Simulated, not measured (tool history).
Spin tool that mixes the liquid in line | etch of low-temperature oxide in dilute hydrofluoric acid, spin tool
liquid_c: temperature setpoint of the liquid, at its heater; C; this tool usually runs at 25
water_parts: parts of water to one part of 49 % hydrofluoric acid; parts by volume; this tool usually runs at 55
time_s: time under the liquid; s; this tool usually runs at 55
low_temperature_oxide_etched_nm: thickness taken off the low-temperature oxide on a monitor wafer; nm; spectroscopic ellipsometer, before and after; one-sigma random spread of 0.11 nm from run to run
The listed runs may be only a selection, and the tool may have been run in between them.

run     day  liquid_c  water_parts  time_s  wafers since the last listed run  hours since the thermometer was replaced  hours since the hydrofluoric acid flow meter was replaced  hours since the gauge calibration  read-back film thickness of the low-temperature oxide reference wafer, read on the same gauge (nm)  low_temperature_oxide_etched_nm
  1       0        23           55      55                                 0                                    1376.4                                                     1033.9                              259.4                                                                                                 130                            11.07
  2   2.121        23           45      55                               574                                    1427.3                                                     1084.8                              310.3                                                                                                 130                            13.48
  3   4.762        23           45      55                               715                                    1490.7                                                     1148.2                              373.7                                                                                              130.02                            13.82
  4   6.221        23           45      55                               395                                    1525.7                                                     1183.2                              408.7                                                                                                 130                            13.65
  5   8.212        25           55      55                               539                                    1573.5                                                       1231                              456.5                                                                                              129.99                            12.15
  6  10.988        25           55      55                               752                                    1640.1                                                     1297.6                              523.1                                                                                                 130                            12.04
     11.938  -- gauge calibrated
  7  12.696        25           55      55                               463                                    1681.1                                                     1338.6                               18.2                                                                                              130.02                            11.93
  8  14.908        25           55      55                               599                                    1734.2                                                     1391.7                               71.3                                                                                              130.01                               12
  9  16.483      21.5           40      30                               426                                      1772                                                     1429.5                              109.1                                                                                              129.99                             7.89
 10  17.979        25           70      55                               405                                    1807.9                                                     1465.4                                145                                                                                              129.98                             9.16
 11  19.192      26.5           55      55                               328                                      1837                                                     1494.5                              174.1                                                                                                 130                            12.68
 12  21.092        25           55      55                               514                                    1882.6                                                     1540.1                              219.7                                                                                              130.01                            11.93
 13   23.75      23.5           55      55                               720                                    1946.4                                                     1603.9                              283.5                                                                                                 130                            11.36
     24.175  -- hydrofluoric acid flow meter replaced
 14  25.221        25           30      45                               387                                    1981.7                                                       25.1                              318.8                                                                                              129.98                            18.51
     25.492  -- thermometer replaced
 15  33.462        23           45      55                              2222                                     191.3                                                      222.9                              516.6                                                                                                 130                             13.7
     38.854  -- gauge calibrated
 16    39.3        25           25      25                              1582                                     331.4                                                        363                               10.7                                                                                              129.99                             12.4

5 options for the next run, each taken on its own from the tool as it stands now. Forecast them:
  A  39.317        25           55      55                                 4                                     331.8                                                      363.4                               11.1                                                                                                   ?                                ?
  B  39.317      28.5           55      55                                 4                                     331.8                                                      363.4                               11.1                                                                                                   ?                                ?
  C  39.317      28.5           45      35                                 4                                     331.8                                                      363.4                               11.1                                                                                                   ?                                ?
  D  39.317      26.5           65      55                                 4                                     331.8                                                      363.4                               11.1                                                                                                   ?                                ?
  E  39.317      27.5           55      55                                 4                                     331.8                                                      363.4                               11.1                                                                                                   ?                                ?

run  read-back film thickness of the low-temperature oxide reference wafer, read on the same gauge (nm)  low_temperature_oxide_etched_nm
  A                                                                                                 130                            11.86
  B                                                                                                 130                            13.65
  C                                                                                                 130                            10.78
  D                                                                                                 130                            10.52
  E                                                                                                 130                            13.12
Without the tool's hidden state the same runs would have given:
run  low_temperature_oxide_etched_nm
  A                            11.86
  B                            13.65
  C                            10.78
  D                            10.52
  E                            13.12
